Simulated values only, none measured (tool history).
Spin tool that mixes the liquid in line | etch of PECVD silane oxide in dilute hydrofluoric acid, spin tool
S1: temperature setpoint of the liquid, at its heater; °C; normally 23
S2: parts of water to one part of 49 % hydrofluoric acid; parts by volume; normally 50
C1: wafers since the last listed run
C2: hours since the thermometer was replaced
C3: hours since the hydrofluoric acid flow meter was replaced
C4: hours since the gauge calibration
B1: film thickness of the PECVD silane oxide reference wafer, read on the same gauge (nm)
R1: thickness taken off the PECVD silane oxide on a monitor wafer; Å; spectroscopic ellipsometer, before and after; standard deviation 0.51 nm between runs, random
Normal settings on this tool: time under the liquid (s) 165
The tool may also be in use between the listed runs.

run 1 day=0 | S1=23 S2=50 time_under_the_liquid_(s)=165 | C1=0 C2=2241.5 C3=224.3 C4=440 | B1=40.01 | R1=537.4
run 2 day=3.825 | S1=23 S2=50 time_under_the_liquid_(s)=165 | C1=566 C2=2333.3 C3=316.1 C4=531.8 | B1=39.99 | R1=519
run 3 day=4.417 | S1=23 S2=50 time_under_the_liquid_(s)=165 | C1=87 C2=2347.5 C3=330.3 C4=546 | B1=40 | R1=528.8
run 4 day=5.117 | S1=23 S2=50 time_under_the_liquid_(s)=165 | C1=103 C2=2364.3 C3=347.1 C4=562.8 | B1=39.99 | R1=522.1
run 5 day=6.617 | S1=23 S2=50 time_under_the_liquid_(s)=165 | C1=222 C2=2400.3 C3=383.1 C4=598.8 | B1=40 | R1=513
run 6 day=7.254 | S1=23 S2=50 time_under_the_liquid_(s)=165 | C1=94 C2=2415.6 C3=398.4 C4=614.1 | B1=40.01 | R1=530.3
run 7 day=8.188 | S1=23 S2=50 time_under_the_liquid_(s)=165 | C1=138 C2=2438 C3=420.8 C4=636.5 | B1=40.04 | R1=531.9
run 8 day=8.808 | S1=23 S2=50 time_under_the_liquid_(s)=165 | C1=91 C2=2452.9 C3=435.7 C4=651.4 | B1=39.99 | R1=518.9
run 9 day=9.696 | S1=23 S2=50 time_under_the_liquid_(s)=165 | C1=131 C2=2474.2 C3=457 C4=672.7 | B1=39.99 | R1=526
run 10 day=11.092 | S1=23 S2=50 time_under_the_liquid_(s)=165 | C1=206 C2=2507.7 C3=490.5 C4=706.2 | B1=40.02 | R1=521.3
run 11 day=12.496 | S1=23 S2=50 time_under_the_liquid_(s)=165 | C1=208 C2=2541.4 C3=524.2 C4=739.9 | B1=39.97 | R1=519.7
run 12 day=13.504 | S1=23 S2=50 time_under_the_liquid_(s)=165 | C1=149 C2=2565.6 C3=548.4 C4=764.1 | B1=40.02 | R1=529.4
-- day=13.85 gauge calibrated
-- day=14.304 hydrofluoric acid flow meter replaced
run 13 day=14.525 | S1=23 S2=50 time_under_the_liquid_(s)=165 | C1=145 C2=2590.1 C3=5.3 C4=16.2 | B1=39.99 | R1=529.7
run 14 day=15.321 | S1=23 S2=50 time_under_the_liquid_(s)=165 | C1=117 C2=2609.2 C3=24.4 C4=35.3 | B1=40.06 | R1=525
run 15 day=16.429 | S1=23 S2=35 time_under_the_liquid_(s)=165 | C1=164 C2=2635.8 C3=51 C4=61.9 | B1=40 | R1=761.3
run 16 day=17.762 | S1=19 S2=50 time_under_the_liquid_(s)=165 | C1=197 C2=2667.8 C3=83 C4=93.9 | B1=40 | R1=449.3
run 17 day=18.867 | S1=23 S2=30 time_under_the_liquid_(s)=250 | C1=163 C2=2694.3 C3=109.5 C4=120.4 | B1=39.96 | R1=1385.4
run 18 day=20.171 | S1=23 S2=50 time_under_the_liquid_(s)=165 | C1=193 C2=2725.6 C3=140.8 C4=151.7 | B1=39.93 | R1=526.2
run 19 day=21.567 | S1=23 S2=50 time_under_the_liquid_(s)=165 | C1=206 C2=2759.1 C3=174.3 C4=185.2 | B1=40.02 | R1=522.2
-- day=22.858 thermometer replaced
run 20 day=23.012 | S1=23 S2=50 time_under_the_liquid_(s)=165 | C1=208 C2=3.7 C3=209 C4=219.9 | B1=40 | R1=527.1
run 21 day=23.708 | S1=23 S2=50 time_under_the_liquid_(s)=165 | C1=103 C2=20.4 C3=225.7 C4=236.6 | B1=40.02 | R1=517.6
run 22 day=24.988 | S1=26.5 S2=50 time_under_the_liquid_(s)=165 | C1=189 C2=51.1 C3=256.4 C4=267.3 | B1=40.03 | R1=596.8
run 23 day=25.829 | S1=23 S2=25 time_under_the_liquid_(s)=235 | C1=124 C2=71.3 C3=276.6 C4=287.5 | B1=40 | R1=1517
run 24 day=26.638 | S1=18.5 S2=50 time_under_the_liquid_(s)=95 | C1=119 C2=90.7 C3=296 C4=306.9 | B1=40.06 | R1=250.8
run 25 day=27.254 | S1=23 S2=50 time_under_the_liquid_(s)=165 | C1=91 C2=105.5 C3=310.8 C4=321.7 | B1=39.97 | R1=521.7
run 26 day=28.583 | S1=27 S2=35 time_under_the_liquid_(s)=205 | C1=196 C2=137.4 C3=342.7 C4=353.6 | B1=40.01 | R1=1143.9
run 27 day=29.862 | S1=23 S2=50 time_under_the_liquid_(s)=165 | C1=189 C2=168.1 C3=373.4 C4=384.3 | B1=39.96 | R1=522.3
run 28 day=31.062 | S1=25 S2=50 time_under_the_liquid_(s)=165 | C1=177 C2=196.9 C3=402.2 C4=413.1 | B1=40.07 | R1=571.2

Branching from run 28: 3 alternative next runs. What would each branch give?
run A day=31.083 | S1=23 S2=50 time_under_the_liquid_(s)=165 | C1=3 C2=197.4 C3=402.7 C4=413.6 | B1=? | R1=?
run B day=31.083 | S1=27 S2=30 time_under_the_liquid_(s)=215 | C1=3 C2=197.4 C3=402.7 C4=413.6 | B1=? | R1=?
run C day=31.083 | S1=26 S2=50 time_under_the_liquid_(s)=165 | C1=3 C2=197.4 C3=402.7 C4=413.6 | B1=? | R1=?

run=A B1=39.97 R1=527.9
run=B B1=39.97 R1=1389.3
run=C B1=39.97 R1=596.9
Without the tool's unlogged condition, the same runs would have read:
run=A R1=527.9
run=B R1=1389.3
run=C R1=596.9

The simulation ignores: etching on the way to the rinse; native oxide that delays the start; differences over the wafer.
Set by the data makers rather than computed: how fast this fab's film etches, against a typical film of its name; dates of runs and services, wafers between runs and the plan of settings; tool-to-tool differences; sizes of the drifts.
